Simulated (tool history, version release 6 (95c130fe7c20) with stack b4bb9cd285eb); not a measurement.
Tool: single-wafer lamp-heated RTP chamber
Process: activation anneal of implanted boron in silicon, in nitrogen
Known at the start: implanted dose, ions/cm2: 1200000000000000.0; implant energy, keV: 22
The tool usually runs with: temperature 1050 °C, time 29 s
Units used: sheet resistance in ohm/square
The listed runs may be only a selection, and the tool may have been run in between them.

run,hour,temperature,time,wafers since the last listed run,wafers since the last pyrometer calibration,wafers since the reflector plate was cleaned,hours since the gauge calibration,"read-back reference wafer on the same gauge, sheet resistance",sheet resistance
1,0.0,1050,29,0,1360,3399,84.3,80.42,93.71
2,13.0,1050,29,203,1564,3603,97.3,80.42,93.53
3,25.7,1050,29,199,1763,3802,110.0,80.39,93.25
4,33.5,1050,29,122,1885,3924,117.8,80.41,93.53
5,44.1,1050,29,166,2051,4091,128.4,80.40,93.47
6,59.8,1041,29,246,2298,4337,144.1,80.38,93.70
7,67.4,1041,29,119,2417,4456,151.7,80.41,93.86
8,81.6,1041,29,222,2640,4679,165.9,80.42,93.56
# hour 90.3: pyrometer window cleaned and pyrometer calibrated
9,92.3,1050,29,42,30,4721,176.6,80.41,93.66
10,99.6,1024,40,114,145,4836,183.9,80.41,94.83
11,113.9,1071,45,224,369,5060,198.2,80.41,91.87
12,120.9,1058,20,109,479,5170,205.2,80.44,93.79
13,131.9,1029,21,172,652,5342,216.2,80.40,95.01
# hour 146.8: reflector plate cleaned
14,147.3,1050,29,116,768,8,231.6,80.40,93.59
# hour 148.3: gauge calibrated
15,153.6,1050,41,98,867,107,5.3,80.40,93.21
16,188.0,1079,12,539,1406,647,39.7,80.44,93.87

Forecast each of these 3 alternatives for the next run:
A,188.4,1079,29,6,1412,653,40.1,?,?
B,188.4,1070,13,6,1412,653,40.1,?,?
C,188.4,1080,15,6,1412,653,40.1,?,?

run,"read-back reference wafer on the same gauge, sheet resistance",sheet resistance
A,80.39,92.20
B,80.39,93.94
C,80.39,93.52
With the hidden condition removed and each run's random variation left untouched, the same runs would have given:
run,sheet resistance
A,92.56
B,94.07
C,93.71
